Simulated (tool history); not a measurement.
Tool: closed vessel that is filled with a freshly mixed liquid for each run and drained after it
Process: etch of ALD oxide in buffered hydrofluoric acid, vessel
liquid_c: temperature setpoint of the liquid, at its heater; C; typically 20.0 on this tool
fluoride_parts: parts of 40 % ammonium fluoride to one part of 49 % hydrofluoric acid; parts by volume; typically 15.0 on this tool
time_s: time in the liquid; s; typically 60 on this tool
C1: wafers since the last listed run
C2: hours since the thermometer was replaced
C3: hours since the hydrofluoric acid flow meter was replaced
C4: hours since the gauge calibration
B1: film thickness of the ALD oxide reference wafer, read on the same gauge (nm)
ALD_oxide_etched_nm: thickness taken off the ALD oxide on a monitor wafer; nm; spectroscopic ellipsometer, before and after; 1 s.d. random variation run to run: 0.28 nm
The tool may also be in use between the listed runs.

run 1 hour=0.0 | liquid_c=22.0 fluoride_parts=15.0 time_s=60 | C1=0 C2=2152.8 C3=530.5 C4=38.3 | B1=150.01 | ALD_oxide_etched_nm=108.14
run 2 hour=18.9 | liquid_c=20.0 fluoride_parts=17.5 time_s=60 | C1=2360 C2=2171.7 C3=549.4 C4=57.2 | B1=150.02 | ALD_oxide_etched_nm=83.79
run 3 hour=35.2 | liquid_c=20.0 fluoride_parts=17.5 time_s=60 | C1=2035 C2=2188.0 C3=565.7 C4=73.5 | B1=149.99 | ALD_oxide_etched_nm=83.15
run 4 hour=57.5 | liquid_c=20.0 fluoride_parts=13.5 time_s=75 | C1=2784 C2=2210.3 C3=588.0 C4=95.8 | B1=150.01 | ALD_oxide_etched_nm=134.27
run 5 hour=79.7 | liquid_c=20.0 fluoride_parts=15.0 time_s=45 | C1=2772 C2=2232.5 C3=610.2 C4=118.0 | B1=150.00 | ALD_oxide_etched_nm=72.84
run 6 hour=102.6 | liquid_c=20.0 fluoride_parts=15.0 time_s=45 | C1=2859 C2=2255.4 C3=633.1 C4=140.9 | B1=149.99 | ALD_oxide_etched_nm=72.84
run 7 hour=125.9 | liquid_c=23.0 fluoride_parts=15.0 time_s=75 | C1=2909 C2=2278.7 C3=656.4 C4=164.2 | B1=149.97 | ALD_oxide_etched_nm=143.82
-- hour=150.8 thermometer replaced
run 8 hour=196.5 | liquid_c=20.0 fluoride_parts=15.0 time_s=60 | C1=8691 C2=45.7 C3=727.0 C4=234.8 | B1=150.01 | ALD_oxide_etched_nm=92.91
run 9 hour=267.2 | liquid_c=20.0 fluoride_parts=15.0 time_s=60 | C1=8828 C2=116.4 C3=797.7 C4=305.5 | B1=150.01 | ALD_oxide_etched_nm=93.32
run 10 hour=302.5 | liquid_c=20.0 fluoride_parts=15.0 time_s=60 | C1=4408 C2=151.7 C3=833.0 C4=340.8 | B1=150.03 | ALD_oxide_etched_nm=92.57
run 11 hour=323.3 | liquid_c=20.0 fluoride_parts=12.0 time_s=60 | C1=2597 C2=172.5 C3=853.8 C4=361.6 | B1=150.01 | ALD_oxide_etched_nm=116.01
run 12 hour=346.6 | liquid_c=20.0 fluoride_parts=15.0 time_s=60 | C1=2909 C2=195.8 C3=877.1 C4=384.9 | B1=149.99 | ALD_oxide_etched_nm=93.10
-- hour=360.5 hydrofluoric acid flow meter replaced
run 13 hour=370.1 | liquid_c=20.0 fluoride_parts=15.0 time_s=50 | C1=2809 C2=219.3 C3=9.6 C4=408.4 | B1=149.99 | ALD_oxide_etched_nm=76.60
run 14 hour=394.6 | liquid_c=20.0 fluoride_parts=9.5 time_s=45 | C1=3059 C2=243.8 C3=34.1 C4=432.9 | B1=149.99 | ALD_oxide_etched_nm=105.69
run 15 hour=411.0 | liquid_c=20.0 fluoride_parts=15.0 time_s=60 | C1=2047 C2=260.2 C3=50.5 C4=449.3 | B1=150.03 | ALD_oxide_etched_nm=92.07
run 16 hour=441.9 | liquid_c=17.0 fluoride_parts=20.5 time_s=40 | C1=3858 C2=291.1 C3=81.4 C4=480.2 | B1=150.00 | ALD_oxide_etched_nm=38.30
run 17 hour=461.9 | liquid_c=18.0 fluoride_parts=15.0 time_s=40 | C1=2497 C2=311.1 C3=101.4 C4=500.2 | B1=150.00 | ALD_oxide_etched_nm=54.84
run 18 hour=490.3 | liquid_c=20.0 fluoride_parts=15.0 time_s=80 | C1=3546 C2=339.5 C3=129.8 C4=528.6 | B1=149.99 | ALD_oxide_etched_nm=122.35
run 19 hour=519.9 | liquid_c=20.0 fluoride_parts=12.0 time_s=60 | C1=3696 C2=369.1 C3=159.4 C4=558.2 | B1=149.99 | ALD_oxide_etched_nm=115.54
run 20 hour=548.7 | liquid_c=20.0 fluoride_parts=15.0 time_s=60 | C1=3596 C2=397.9 C3=188.2 C4=587.0 | B1=149.99 | ALD_oxide_etched_nm=92.79
run 21 hour=567.3 | liquid_c=17.0 fluoride_parts=15.0 time_s=90 | C1=2322 C2=416.5 C3=206.8 C4=605.6 | B1=150.02 | ALD_oxide_etched_nm=116.47
run 22 hour=589.4 | liquid_c=20.0 fluoride_parts=11.0 time_s=35 | C1=2759 C2=438.6 C3=228.9 C4=627.7 | B1=149.99 | ALD_oxide_etched_nm=72.92
run 23 hour=611.1 | liquid_c=23.0 fluoride_parts=18.0 time_s=30 | C1=2709 C2=460.3 C3=250.6 C4=649.4 | B1=150.01 | ALD_oxide_etched_nm=45.64
-- hour=628.9 gauge calibrated
run 24 hour=640.9 | liquid_c=21.5 fluoride_parts=17.0 time_s=35 | C1=3721 C2=490.1 C3=280.4 C4=12.0 | B1=149.98 | ALD_oxide_etched_nm=51.97
run 25 hour=653.9 | liquid_c=20.0 fluoride_parts=18.0 time_s=80 | C1=1623 C2=503.1 C3=293.4 C4=25.0 | B1=150.00 | ALD_oxide_etched_nm=103.65
run 26 hour=676.4 | liquid_c=20.0 fluoride_parts=17.0 time_s=60 | C1=2809 C2=525.6 C3=315.9 C4=47.5 | B1=150.00 | ALD_oxide_etched_nm=82.06
run 27 hour=695.0 | liquid_c=20.0 fluoride_parts=15.0 time_s=60 | C1=2322 C2=544.2 C3=334.5 C4=66.1 | B1=150.00 | ALD_oxide_etched_nm=92.77
run 28 hour=729.7 | liquid_c=20.0 fluoride_parts=19.0 time_s=95 | C1=4333 C2=578.9 C3=369.2 C4=100.8 | B1=149.99 | ALD_oxide_etched_nm=116.96
run 29 hour=762.7 | liquid_c=20.0 fluoride_parts=15.0 time_s=60 | C1=4120 C2=611.9 C3=402.2 C4=133.8 | B1=150.00 | ALD_oxide_etched_nm=93.20
run 30 hour=791.7 | liquid_c=20.0 fluoride_parts=15.0 time_s=60 | C1=3621 C2=640.9 C3=431.2 C4=162.8 | B1=149.99 | ALD_oxide_etched_nm=93.40
run 31 hour=805.8 | liquid_c=20.0 fluoride_parts=15.0 time_s=60 | C1=1760 C2=655.0 C3=445.3 C4=176.9 | B1=150.01 | ALD_oxide_etched_nm=93.14
run 32 hour=825.8 | liquid_c=24.5 fluoride_parts=13.5 time_s=40 | C1=2497 C2=675.0 C3=465.3 C4=196.9 | B1=150.01 | ALD_oxide_etched_nm=88.95
run 33 hour=853.2 | liquid_c=20.0 fluoride_parts=15.0 time_s=60 | C1=3421 C2=702.4 C3=492.7 C4=224.3 | B1=149.98 | ALD_oxide_etched_nm=93.76

Branching from run 33: 5 alternative next runs. What would each branch give?
run A hour=853.9 | liquid_c=20.0 fluoride_parts=11.0 time_s=60 | C1=87 C2=703.1 C3=493.4 C4=225.0 | B1=? | ALD_oxide_etched_nm=?
run B hour=853.9 | liquid_c=20.0 fluoride_parts=15.0 time_s=75 | C1=87 C2=703.1 C3=493.4 C4=225.0 | B1=? | ALD_oxide_etched_nm=?
run C hour=853.9 | liquid_c=17.5 fluoride_parts=20.5 time_s=95 | C1=87 C2=703.1 C3=493.4 C4=225.0 | B1=? | ALD_oxide_etched_nm=?
run D hour=853.9 | liquid_c=20.0 fluoride_parts=9.0 time_s=40 | C1=87 C2=703.1 C3=493.4 C4=225.0 | B1=? | ALD_oxide_etched_nm=?
run E hour=853.9 | liquid_c=24.0 fluoride_parts=20.0 time_s=60 | C1=87 C2=703.1 C3=493.4 C4=225.0 | B1=? | ALD_oxide_etched_nm=?

run=A B1=150.02 ALD_oxide_etched_nm=126.89
run=B B1=150.02 ALD_oxide_etched_nm=117.06
run=C B1=150.02 ALD_oxide_etched_nm=95.00
run=D B1=150.02 ALD_oxide_etched_nm=99.32
run=E B1=150.02 ALD_oxide_etched_nm=87.98
What these runs would have given with no unlogged condition in the tool:
run=A ALD_oxide_etched_nm=123.07
run=B ALD_oxide_etched_nm=113.52
run=C ALD_oxide_etched_nm=92.39
run=D ALD_oxide_etched_nm=96.21
run=E ALD_oxide_etched_nm=85.36

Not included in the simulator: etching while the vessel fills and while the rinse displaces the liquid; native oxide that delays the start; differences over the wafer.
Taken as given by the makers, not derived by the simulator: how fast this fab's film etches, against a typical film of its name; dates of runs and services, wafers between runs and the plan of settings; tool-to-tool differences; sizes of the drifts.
